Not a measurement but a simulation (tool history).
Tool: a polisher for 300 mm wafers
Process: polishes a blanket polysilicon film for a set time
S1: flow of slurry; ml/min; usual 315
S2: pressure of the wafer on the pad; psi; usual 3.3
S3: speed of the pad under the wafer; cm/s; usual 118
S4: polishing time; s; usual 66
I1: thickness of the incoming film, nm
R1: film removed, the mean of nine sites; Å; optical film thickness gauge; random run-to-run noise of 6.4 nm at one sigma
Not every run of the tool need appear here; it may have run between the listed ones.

run	hour	S1	S2	S3	S4	I1	R1
1	0	315	3.3	118	66	2079.7	8964
2	66	315	3.3	118	66	2124.7	8727
3	98.2	315	3.3	118	66	2133.1	8717
# hour 107.7: worn pad replaced by a new one
# hour 111.6: head pressure recalibrated
# hour 151.9: slurry nozzle cleaned
4	168	335	3.3	118	66	2117	8936
5	197	335	3.3	118	66	2138.6	8871
6	229.7	335	3.3	118	66	2115.7	8802
# hour 254.8: worn pad replaced by a new one
7	279.7	315	3.3	118	66	2093.3	8917
8	351.4	315	3.3	118	66	2126.4	8766
# hour 409.9: worn pad replaced by a new one
9	414	315	3.3	118	66	2140.2	9040
# hour 433.3: slurry nozzle cleaned
10	485.5	315	4.4	78	77	2141.2	10140
11	527.2	315	3.3	118	66	2127.6	8745
# hour 541.7: head pressure recalibrated
12	567.9	420	4.5	118	66	2112.2	11331
# hour 582.7: worn pad replaced by a new one
13	623.6	315	3.7	118	84	2097	12324
14	665.2	280	3.3	118	87	2131.4	11415
# hour 696.9: slurry nozzle cleaned
# hour 718.7: worn pad replaced by a new one
15	726.3	410	3.3	150	66	2152.8	10710
16	752.7	370	3.3	118	79	2128.3	10736

Here are 5 independent what-if runs from the current tool condition. What would each one return?
A	753.1	265	3.3	118	66	2123.3	?
B	753.1	315	3.8	118	66	2123.3	?
C	753.1	255	3.3	118	66	2123.3	?
D	753.1	390	3.3	118	46	2123.3	?
E	753.1	315	3.7	118	54	2123.3	?

run	R1
A	8763
B	9851
C	8736
D	6276
E	7901
Had the tool no hidden state, the same runs would have come out as:
run	R1
A	8984
B	10100
C	8956
D	6434
E	8100
